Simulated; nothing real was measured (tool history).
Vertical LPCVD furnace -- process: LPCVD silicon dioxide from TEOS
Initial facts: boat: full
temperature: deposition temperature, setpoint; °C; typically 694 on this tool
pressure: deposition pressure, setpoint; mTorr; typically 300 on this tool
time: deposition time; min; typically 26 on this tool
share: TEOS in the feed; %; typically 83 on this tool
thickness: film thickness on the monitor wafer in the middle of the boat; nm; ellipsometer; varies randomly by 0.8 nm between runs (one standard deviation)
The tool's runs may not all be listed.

run     day  temperature  pressure  time  share  wafers since the last listed run  hours since the last temperature calibration  hours since the pressure gauge was zeroed  hours since the TEOS flow controller was replaced  hours since the gauge calibration  read-back reference wafer on the same gauge, thickness  thickness
  1       0          694       300    26     83                                 0                                        1987.1                                     2355.3                                             4357.4                              554.5                                                  152.89      170.7
  2   2.117          694       300    26     83                              1104                                        2037.9                                     2406.1                                             4408.2                              605.3                                                  152.59     170.89
  3   3.675          694       300    26     83                               813                                        2075.3                                     2443.5                                             4445.6                              642.7                                                  152.96     170.78
  4   4.754          694       300    26     91                               563                                        2101.2                                     2469.4                                             4471.5                              668.6                                                  153.04     178.01
  5   7.142          694       300    26     91                              1245                                        2158.5                                     2526.7                                             4528.8                              725.9                                                  153.04     177.95
  6   8.892          694       250  33.5     83                               913                                        2200.5                                     2568.7                                             4570.8                              767.9                                                  152.75     201.03
  7  11.229          694       250  33.5     83                              1219                                        2256.6                                     2624.8                                             4626.9                                824                                                  153.13     200.07
  8  13.829          694       300  28.5     83                              1356                                          2319                                     2687.2                                             4689.3                              886.4                                                  152.94     186.76
     15.108  -- thermocouples replaced and temperature profile calibrated
  9  15.129          694       300  28.5     83                               156                                           0.5                                     2718.4                                             4720.5                              917.6                                                  153.16     186.53
 10  17.425          694       250  33.5     83                              1198                                          55.6                                     2773.5                                             4775.6                              972.7                                                  153.23     199.87
 11  19.504          682       300    26     83                              1085                                         105.5                                     2823.4                                             4825.5                             1022.6                                                   152.9     127.81
     21.862  -- gauge calibrated
     22.021  -- TEOS flow controller replaced
     22.104  -- pressure gauge zeroed
 12  22.379          699       325    31     69                               935                                         174.5                                        6.6                                                8.6                               12.4                                                  153.06     218.53
 13  24.929          694       270    26     70                              1330                                         235.7                                       67.8                                               69.8                               73.6                                                  152.86     148.13
 14  27.896          694       300    26     83                              1548                                         306.9                                        139                                                141                              144.8                                                  152.87     170.55
 15  30.204          694       300    26     83                              1204                                         362.3                                      194.4                                              196.4                              200.2                                                  153.13     169.98
 16  31.692          685       325    26     83                               776                                           398                                      230.1                                              232.1                              235.9                                                  153.16      141.9
 17  33.912          705       345  36.5     76                              1158                                         451.3                                      283.4                                              285.4                              289.2                                                  153.23     316.67
 18  36.662          706       300  35.5     83                              1435                                         517.3                                      349.4                                              351.4                              355.2                                                  153.38     305.78

Branching from run 18: 5 alternative next runs. What would each branch give?
  A  36.808          694       300    26     83                                76                                         520.8                                      352.9                                              354.9                              358.7                                                       ?          ?
  B  36.808          685       225    26     83                                76                                         520.8                                      352.9                                              354.9                              358.7                                                       ?          ?
  C  36.808          694       345    32     75                                76                                         520.8                                      352.9                                              354.9                              358.7                                                       ?          ?
  D  36.808          688       300  17.5     83                                76                                         520.8                                      352.9                                              354.9                              358.7                                                       ?          ?
  E  36.808          702       265    26     83                                76                                         520.8                                      352.9                                              354.9                              358.7                                                       ?          ?

run  read-back reference wafer on the same gauge, thickness  thickness
  A                                                  153.41     169.03
  B                                                  153.41     118.18
  C                                                  153.41     212.07
  D                                                  153.41      98.69
  E                                                  153.41      191.5
What these runs would have given with no unlogged condition in the tool:
run  thickness
  A     169.03
  B     118.18
  C     212.07
  D      98.69
  E      191.5
